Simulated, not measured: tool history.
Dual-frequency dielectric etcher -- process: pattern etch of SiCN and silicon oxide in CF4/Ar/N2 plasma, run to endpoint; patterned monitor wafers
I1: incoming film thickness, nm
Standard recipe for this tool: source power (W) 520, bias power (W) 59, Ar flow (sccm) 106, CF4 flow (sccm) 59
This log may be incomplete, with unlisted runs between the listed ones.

{"run": 1, "hour": 0.0, "source power (W)": 520, "bias power (W)": 59, "Ar flow (sccm)": 106, "CF4 flow (sccm)": 59, "I1": 9.62, "endpoint time (s)": 9.5}
{"run": 2, "hour": 12.5, "source power (W)": 520, "bias power (W)": 59, "Ar flow (sccm)": 106, "CF4 flow (sccm)": 59, "I1": 9.59, "endpoint time (s)": 9.5}
{"hour": 26.1, "done": "bias power generator calibrated"}
{"run": 3, "hour": 26.6, "source power (W)": 520, "bias power (W)": 59, "Ar flow (sccm)": 106, "CF4 flow (sccm)": 59, "I1": 9.6, "endpoint time (s)": 9.5}
{"hour": 34.4, "done": "source power generator calibrated"}
{"run": 4, "hour": 34.9, "source power (W)": 520, "bias power (W)": 59, "Ar flow (sccm)": 106, "CF4 flow (sccm)": 68, "I1": 9.52, "endpoint time (s)": 9.1}
{"run": 5, "hour": 48.6, "source power (W)": 520, "bias power (W)": 59, "Ar flow (sccm)": 106, "CF4 flow (sccm)": 68, "I1": 9.67, "endpoint time (s)": 9.3}
{"run": 6, "hour": 71.4, "source power (W)": 520, "bias power (W)": 59, "Ar flow (sccm)": 106, "CF4 flow (sccm)": 68, "I1": 9.65, "endpoint time (s)": 9.3}
{"run": 7, "hour": 87.6, "source power (W)": 520, "bias power (W)": 59, "Ar flow (sccm)": 106, "CF4 flow (sccm)": 63, "I1": 9.63, "endpoint time (s)": 9.4}
{"run": 8, "hour": 94.1, "source power (W)": 520, "bias power (W)": 59, "Ar flow (sccm)": 106, "CF4 flow (sccm)": 59, "I1": 9.58, "endpoint time (s)": 9.3}
{"hour": 123.6, "done": "wet clean of the chamber"}
{"run": 9, "hour": 124.1, "source power (W)": 520, "bias power (W)": 59, "Ar flow (sccm)": 106, "CF4 flow (sccm)": 59, "I1": 9.6, "endpoint time (s)": 9.9}
{"run": 10, "hour": 125.3, "source power (W)": 520, "bias power (W)": 59, "Ar flow (sccm)": 106, "CF4 flow (sccm)": 59, "I1": 9.65, "endpoint time (s)": 9.9}
{"hour": 140.8, "done": "CF4 flow controller replaced"}
{"run": 11, "hour": 141.3, "source power (W)": 520, "bias power (W)": 52, "Ar flow (sccm)": 82, "CF4 flow (sccm)": 59, "I1": 9.58, "endpoint time (s)": 9.9}
{"run": 12, "hour": 142.9, "source power (W)": 520, "bias power (W)": 49, "Ar flow (sccm)": 128, "CF4 flow (sccm)": 48, "I1": 9.6, "endpoint time (s)": 11.3}
{"hour": 152.7, "done": "Ar flow controller replaced"}
{"run": 13, "hour": 154.0, "source power (W)": 520, "bias power (W)": 59, "Ar flow (sccm)": 106, "CF4 flow (sccm)": 59, "I1": 9.51, "endpoint time (s)": 9.8}
{"run": 14, "hour": 170.5, "source power (W)": 520, "bias power (W)": 46, "Ar flow (sccm)": 106, "CF4 flow (sccm)": 59, "I1": 9.73, "endpoint time (s)": 11}
{"run": 15, "hour": 182.3, "source power (W)": 520, "bias power (W)": 59, "Ar flow (sccm)": 106, "CF4 flow (sccm)": 59, "I1": 9.63, "endpoint time (s)": 9.9}
{"hour": 227.5, "done": "upper electrode replaced"}
{"run": 16, "hour": 232.2, "source power (W)": 520, "bias power (W)": 59, "Ar flow (sccm)": 106, "CF4 flow (sccm)": 73, "I1": 9.62, "endpoint time (s)": 9.5}
{"run": 17, "hour": 247.8, "source power (W)": 430, "bias power (W)": 59, "Ar flow (sccm)": 113, "CF4 flow (sccm)": 71, "I1": 9.58, "endpoint time (s)": 11.1}
{"run": 18, "hour": 262.2, "source power (W)": 450, "bias power (W)": 44, "Ar flow (sccm)": 96, "CF4 flow (sccm)": 59, "I1": 9.58, "endpoint time (s)": 12.1}
{"run": 19, "hour": 278.5, "source power (W)": 520, "bias power (W)": 59, "Ar flow (sccm)": 106, "CF4 flow (sccm)": 71, "I1": 9.65, "endpoint time (s)": 9.5}
{"run": 20, "hour": 287.0, "source power (W)": 520, "bias power (W)": 59, "Ar flow (sccm)": 106, "CF4 flow (sccm)": 70, "I1": 9.51, "endpoint time (s)": 9.4}
{"run": 21, "hour": 298.7, "source power (W)": 400, "bias power (W)": 55, "Ar flow (sccm)": 86, "CF4 flow (sccm)": 51, "I1": 9.61, "endpoint time (s)": 12.2}
{"run": 22, "hour": 305.0, "source power (W)": 450, "bias power (W)": 73, "Ar flow (sccm)": 106, "CF4 flow (sccm)": 54, "I1": 9.66, "endpoint time (s)": 10.1}
{"run": 23, "hour": 314.6, "source power (W)": 520, "bias power (W)": 68, "Ar flow (sccm)": 106, "CF4 flow (sccm)": 53, "I1": 9.61, "endpoint time (s)": 9.4}
{"run": 24, "hour": 323.7, "source power (W)": 520, "bias power (W)": 69, "Ar flow (sccm)": 106, "CF4 flow (sccm)": 59, "I1": 9.6, "endpoint time (s)": 9.1}

4 options for the next run, each taken on its own from the tool as it stands now. Forecast them:
{"run": "A", "hour": 324.1, "source power (W)": 520, "bias power (W)": 59, "Ar flow (sccm)": 106, "CF4 flow (sccm)": 59, "I1": 9.52, "endpoint time (s)": "?"}
{"run": "B", "hour": 324.1, "source power (W)": 480, "bias power (W)": 49, "Ar flow (sccm)": 124, "CF4 flow (sccm)": 68, "I1": 9.52, "endpoint time (s)": "?"}
{"run": "C", "hour": 324.1, "source power (W)": 520, "bias power (W)": 74, "Ar flow (sccm)": 106, "CF4 flow (sccm)": 59, "I1": 9.52, "endpoint time (s)": "?"}
{"run": "D", "hour": 324.1, "source power (W)": 520, "bias power (W)": 59, "Ar flow (sccm)": 117, "CF4 flow (sccm)": 52, "I1": 9.52, "endpoint time (s)": "?"}

run=A endpoint_time_(s)=9.6
run=B endpoint_time_(s)=11
run=C endpoint_time_(s)=8.7
run=D endpoint_time_(s)=9.9
Take away the tool's hidden state, keep each run's random variation, and the runs would have read:
run=A endpoint_time_(s)=9.7
run=B endpoint_time_(s)=11.2
run=C endpoint_time_(s)=8.9
run=D endpoint_time_(s)=10.1

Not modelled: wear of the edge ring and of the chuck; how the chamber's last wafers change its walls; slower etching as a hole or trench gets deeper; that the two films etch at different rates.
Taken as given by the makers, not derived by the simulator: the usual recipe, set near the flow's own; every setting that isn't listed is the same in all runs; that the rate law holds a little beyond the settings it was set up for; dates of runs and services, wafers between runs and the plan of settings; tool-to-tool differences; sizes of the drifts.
